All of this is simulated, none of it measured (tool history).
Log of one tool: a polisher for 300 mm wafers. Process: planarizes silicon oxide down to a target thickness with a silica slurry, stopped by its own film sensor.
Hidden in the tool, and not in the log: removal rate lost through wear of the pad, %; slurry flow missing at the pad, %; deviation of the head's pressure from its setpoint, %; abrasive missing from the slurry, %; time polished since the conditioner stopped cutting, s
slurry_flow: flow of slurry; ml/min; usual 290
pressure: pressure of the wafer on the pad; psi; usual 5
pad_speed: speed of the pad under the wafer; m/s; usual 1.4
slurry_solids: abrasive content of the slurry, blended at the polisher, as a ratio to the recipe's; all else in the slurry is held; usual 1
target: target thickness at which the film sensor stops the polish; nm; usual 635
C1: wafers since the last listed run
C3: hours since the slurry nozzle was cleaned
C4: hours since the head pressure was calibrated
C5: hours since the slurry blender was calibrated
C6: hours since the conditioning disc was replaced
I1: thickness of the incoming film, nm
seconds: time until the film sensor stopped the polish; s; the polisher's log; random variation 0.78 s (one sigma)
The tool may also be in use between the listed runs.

run 1 hour=0 | slurry_flow=290 pressure=5 pad_speed=1.14 slurry_solids=1 target=554 | C1=0 wafers_polished_on_this_pad=458 C3=655.5 C4=139.9 C5=105 C6=345.8 | I1=979.6 | seconds=122.7
run 2 hour=13.5 | slurry_flow=290 pressure=5 pad_speed=1.14 slurry_solids=1 target=554 | C1=180 wafers_polished_on_this_pad=639 C3=669 C4=153.4 C5=118.5 C6=359.3 | I1=994.9 | seconds=130.1
run 3 hour=35.5 | slurry_flow=290 pressure=5 pad_speed=1.4 slurry_solids=1 target=635 | C1=294 wafers_polished_on_this_pad=933 C3=691 C4=175.4 C5=140.5 C6=381.3 | I1=999.8 | seconds=91.3
run 4 hour=47.6 | slurry_flow=290 pressure=5 pad_speed=1.4 slurry_solids=1 target=635 | C1=161 wafers_polished_on_this_pad=1095 C3=703.1 C4=187.5 C5=152.6 C6=393.4 | I1=991 | seconds=88.9
run 5 hour=62.3 | slurry_flow=290 pressure=5 pad_speed=1.4 slurry_solids=1 target=635 | C1=196 wafers_polished_on_this_pad=1291 C3=717.8 C4=202.2 C5=167.3 C6=408.1 | I1=992.1 | seconds=87.8
run 6 hour=75.9 | slurry_flow=290 pressure=5 pad_speed=1.4 slurry_solids=1.2 target=635 | C1=181 wafers_polished_on_this_pad=1473 C3=731.4 C4=215.8 C5=180.9 C6=421.7 | I1=990.1 | seconds=82.1
run 7 hour=97.3 | slurry_flow=290 pressure=5 pad_speed=1.4 slurry_solids=1.2 target=635 | C1=286 wafers_polished_on_this_pad=1759 C3=752.8 C4=237.2 C5=202.3 C6=443.1 | I1=993.9 | seconds=81.3
-- hour=114 worn pad replaced by a new one
-- hour=114.7 slurry blender recalibrated
run 8 hour=116.9 | slurry_flow=290 pressure=5 pad_speed=1.4 slurry_solids=1.2 target=635 | C1=199 wafers_polished_on_this_pad=29 C3=772.4 C4=256.8 C5=2.2 C6=462.7 | I1=987.6 | seconds=77.3
-- hour=134.8 slurry nozzle cleaned
run 9 hour=141.2 | slurry_flow=290 pressure=5 pad_speed=1.4 slurry_solids=1 target=635 | C1=311 wafers_polished_on_this_pad=340 C3=6.4 C4=281.1 C5=26.5 C6=487 | I1=988.5 | seconds=87.1
-- hour=145.8 conditioning disc replaced and pad reconditioned
run 10 hour=164.2 | slurry_flow=345 pressure=5.9 pad_speed=1.4 slurry_solids=0.85 target=516 | C1=280 wafers_polished_on_this_pad=621 C3=29.4 C4=304.1 C5=49.5 C6=18.4 | I1=983.3 | seconds=103.8
run 11 hour=180.5 | slurry_flow=290 pressure=5 pad_speed=1.4 slurry_solids=1 target=635 | C1=217 wafers_polished_on_this_pad=839 C3=45.7 C4=320.4 C5=65.8 C6=34.7 | I1=985.8 | seconds=86.1
-- hour=195.4 head pressure recalibrated
run 12 hour=215 | slurry_flow=205 pressure=5.7 pad_speed=1.4 slurry_solids=1 target=635 | C1=434 wafers_polished_on_this_pad=1274 C3=80.2 C4=19.6 C5=100.3 C6=69.2 | I1=998.8 | seconds=82.8
run 13 hour=245.8 | slurry_flow=290 pressure=5 pad_speed=1.4 slurry_solids=1 target=635 | C1=411 wafers_polished_on_this_pad=1686 C3=111 C4=50.4 C5=131.1 C6=100 | I1=1007.1 | seconds=90.9
-- hour=252.7 worn pad replaced by a new one
run 14 hour=280.1 | slurry_flow=290 pressure=5.6 pad_speed=1.4 slurry_solids=1 target=635 | C1=405 wafers_polished_on_this_pad=366 C3=145.3 C4=84.7 C5=165.4 C6=134.3 | I1=995.2 | seconds=81.3
run 15 hour=297.3 | slurry_flow=290 pressure=4.3 pad_speed=1.4 slurry_solids=1 target=635 | C1=230 wafers_polished_on_this_pad=596 C3=162.5 C4=101.9 C5=182.6 C6=151.5 | I1=996.7 | seconds=106.1
run 16 hour=321.9 | slurry_flow=360 pressure=5 pad_speed=1.6 slurry_solids=0.85 target=726 | C1=328 wafers_polished_on_this_pad=925 C3=187.1 C4=126.5 C5=207.2 C6=176.1 | I1=992.6 | seconds=63.2
-- hour=324.2 slurry blender recalibrated
-- hour=403 worn pad replaced by a new one
run 17 hour=403.5 | slurry_flow=290 pressure=5 pad_speed=0.96 slurry_solids=1 target=635 | C1=1011 wafers_polished_on_this_pad=6 C3=268.7 C4=208.1 C5=79.3 C6=257.7 | I1=979.2 | seconds=117
run 18 hour=429.8 | slurry_flow=290 pressure=5 pad_speed=1.4 slurry_solids=1 target=635 | C1=351 wafers_polished_on_this_pad=358 C3=295 C4=234.4 C5=105.6 C6=284 | I1=980.5 | seconds=84.4
run 19 hour=446.3 | slurry_flow=290 pressure=5 pad_speed=0.94 slurry_solids=1 target=635 | C1=220 wafers_polished_on_this_pad=579 C3=311.5 C4=250.9 C5=122.1 C6=300.5 | I1=1000.4 | seconds=124.4
run 20 hour=466.2 | slurry_flow=290 pressure=6.6 pad_speed=1.88 slurry_solids=1 target=635 | C1=266 wafers_polished_on_this_pad=845 C3=331.4 C4=270.8 C5=142 C6=320.4 | I1=1013 | seconds=56.5
run 21 hour=490.3 | slurry_flow=290 pressure=5 pad_speed=1.14 slurry_solids=1 target=554 | C1=322 wafers_polished_on_this_pad=1167 C3=355.5 C4=294.9 C5=166.1 C6=344.5 | I1=995.5 | seconds=132
-- hour=515.4 slurry blender recalibrated
-- hour=551 worn pad replaced by a new one
run 22 hour=551.5 | slurry_flow=320 pressure=5 pad_speed=1.4 slurry_solids=0.85 target=685 | C1=738 wafers_polished_on_this_pad=6 C3=416.7 C4=356.1 C5=36.1 C6=405.7 | I1=983.5 | seconds=78.9
-- hour=575.9 head pressure recalibrated
run 23 hour=584.3 | slurry_flow=290 pressure=4.1 pad_speed=1.22 slurry_solids=1 target=635 | C1=411 wafers_polished_on_this_pad=418 C3=449.5 C4=8.4 C5=68.9 C6=438.5 | I1=994.2 | seconds=118.8
run 24 hour=605.2 | slurry_flow=290 pressure=5.6 pad_speed=0.96 slurry_solids=0.9 target=579 | C1=279 wafers_polished_on_this_pad=697 C3=470.4 C4=29.3 C5=89.8 C6=459.4 | I1=991.7 | seconds=128.9

5 ways to go on from here, each from the tool as it stands after run 24. What would each give?
run A hour=605.6 | slurry_flow=290 pressure=5 pad_speed=1.4 slurry_solids=1 target=635 | C1=5 wafers_polished_on_this_pad=702 C3=470.8 C4=29.7 C5=90.2 C6=459.8 | I1=1003.9 | seconds=?
run B hour=605.6 | slurry_flow=290 pressure=5 pad_speed=1.08 slurry_solids=1.25 target=635 | C1=5 wafers_polished_on_this_pad=702 C3=470.8 C4=29.7 C5=90.2 C6=459.8 | I1=1003.9 | seconds=?
run C hour=605.6 | slurry_flow=250 pressure=5.5 pad_speed=1.4 slurry_solids=0.75 target=635 | C1=5 wafers_polished_on_this_pad=702 C3=470.8 C4=29.7 C5=90.2 C6=459.8 | I1=1003.9 | seconds=?
run D hour=605.6 | slurry_flow=345 pressure=4.4 pad_speed=1.84 slurry_solids=1 target=742 | C1=5 wafers_polished_on_this_pad=702 C3=470.8 C4=29.7 C5=90.2 C6=459.8 | I1=1003.9 | seconds=?
run E hour=605.6 | slurry_flow=380 pressure=5 pad_speed=1.4 slurry_solids=0.85 target=635 | C1=5 wafers_polished_on_this_pad=702 C3=470.8 C4=29.7 C5=90.2 C6=459.8 | I1=1003.9 | seconds=?

run=A seconds=89.9
run=B seconds=99.7
run=C seconds=97.1
run=D seconds=57.3
run=E seconds=95.6
Without the tool's hidden state the same runs would have given:
run=A seconds=86.7
run=B seconds=96.6
run=C seconds=93.2
run=D seconds=55.3
run=E seconds=91.9
